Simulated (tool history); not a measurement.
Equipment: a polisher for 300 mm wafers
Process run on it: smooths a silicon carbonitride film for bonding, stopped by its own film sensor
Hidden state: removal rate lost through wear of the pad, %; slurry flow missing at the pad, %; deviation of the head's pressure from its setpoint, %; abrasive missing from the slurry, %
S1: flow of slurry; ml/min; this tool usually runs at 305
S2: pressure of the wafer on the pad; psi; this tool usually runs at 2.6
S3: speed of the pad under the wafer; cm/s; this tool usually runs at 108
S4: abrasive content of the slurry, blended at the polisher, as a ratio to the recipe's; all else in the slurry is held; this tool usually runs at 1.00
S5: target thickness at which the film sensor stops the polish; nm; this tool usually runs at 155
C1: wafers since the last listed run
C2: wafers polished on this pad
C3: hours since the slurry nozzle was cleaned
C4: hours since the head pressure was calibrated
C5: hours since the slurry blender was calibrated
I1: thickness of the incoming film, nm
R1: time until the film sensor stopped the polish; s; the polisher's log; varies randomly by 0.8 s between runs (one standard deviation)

run,hour,S1,S2,S3,S4,S5,C1,C2,C3,C4,C5,I1,R1
1,0.0,305,2.6,108,1.00,155,0,958,488.1,1225.5,176.4,176.2,73.2
2,12.8,305,2.6,108,1.00,155,190,1148,500.9,1238.3,189.2,176.6,75.2
# hour 18.1: worn pad replaced by a new one
3,60.9,305,2.6,108,1.00,155,655,636,549.0,1286.4,237.3,180.7,90.7
4,72.7,305,2.6,108,1.00,155,175,812,560.8,1298.2,249.1,181.6,91.4
5,88.2,305,2.6,108,1.00,155,230,1042,576.3,1313.7,264.6,180.1,86.8
# hour 93.8: worn pad replaced by a new one
6,103.4,305,2.6,108,1.00,155,166,142,591.5,1328.9,279.8,180.0,88.3
7,114.1,305,2.6,108,1.00,155,159,301,602.2,1339.6,290.5,179.3,85.1
8,130.4,305,2.6,108,1.00,155,242,543,618.5,1355.9,306.8,176.1,74.3
9,144.0,305,3.0,108,1.00,155,202,745,632.1,1369.5,320.4,179.4,74.7
10,156.3,305,3.0,108,1.00,155,182,928,644.4,1381.8,332.7,182.3,83.0
# hour 160.5: slurry blender recalibrated
# hour 163.4: slurry nozzle cleaned
# hour 165.0: worn pad replaced by a new one
# hour 173.4: head pressure recalibrated
11,189.4,305,2.6,108,1.00,155,393,333,26.0,16.0,28.9,180.0,85.7
12,202.7,305,2.6,122,1.10,155,197,530,39.3,29.3,42.2,177.0,65.2
13,213.1,305,2.6,122,1.10,155,154,685,49.7,39.7,52.6,179.9,74.0
14,222.1,305,3.0,108,1.00,155,133,819,58.7,48.7,61.6,180.0,74.2
# hour 238.1: worn pad replaced by a new one
15,238.6,305,3.2,90,1.00,155,185,7,75.2,65.2,78.1,177.9,71.4
16,241.9,305,2.6,108,1.25,149,49,56,78.5,68.5,81.4,180.1,93.9
17,248.2,305,2.6,108,1.00,155,93,149,84.8,74.8,87.7,178.3,78.2
18,259.8,305,2.6,108,1.00,155,172,322,96.4,86.4,99.3,178.9,81.3
19,274.6,305,2.3,130,1.10,161,220,542,111.2,101.2,114.1,178.0,54.1
20,289.4,365,3.0,126,1.00,161,220,762,126.0,116.0,128.9,178.1,44.5
21,304.7,305,2.6,144,1.25,164,227,990,141.3,131.3,144.2,180.6,40.6
22,313.9,305,1.9,108,1.10,155,136,1126,150.5,140.5,153.4,180.0,110.9
# hour 322.1: worn pad replaced by a new one
23,325.5,255,3.0,108,1.00,150,113,50,162.1,152.1,165.0,180.3,91.3
24,338.5,365,2.0,108,1.00,155,193,243,175.1,165.1,178.0,180.9,112.0
25,381.1,380,2.6,108,1.00,149,633,876,217.7,207.7,220.6,180.8,104.5
26,389.8,335,2.6,108,1.20,152,129,1006,226.4,216.4,229.3,177.0,76.4
# hour 404.3: worn pad replaced by a new one
27,404.8,230,2.2,118,1.00,151,163,8,241.4,231.4,244.3,181.7,121.1

4 options for the next run, each taken on its own from the tool as it stands now. Forecast them:
A,405.2,305,2.6,108,1.00,155,5,13,241.8,231.8,244.7,179.3,?
B,405.2,230,2.6,108,1.00,157,5,13,241.8,231.8,244.7,179.3,?
C,405.2,305,2.4,108,1.20,152,5,13,241.8,231.8,244.7,179.3,?
D,405.2,270,2.6,128,1.30,155,5,13,241.8,231.8,244.7,179.3,?

run,R1
A,82.9
B,78.7
C,90.9
D,64.8
Without the tool's unlogged condition, the same runs would have read:
run,R1
A,82.3
B,77.9
C,90.2
D,64.2

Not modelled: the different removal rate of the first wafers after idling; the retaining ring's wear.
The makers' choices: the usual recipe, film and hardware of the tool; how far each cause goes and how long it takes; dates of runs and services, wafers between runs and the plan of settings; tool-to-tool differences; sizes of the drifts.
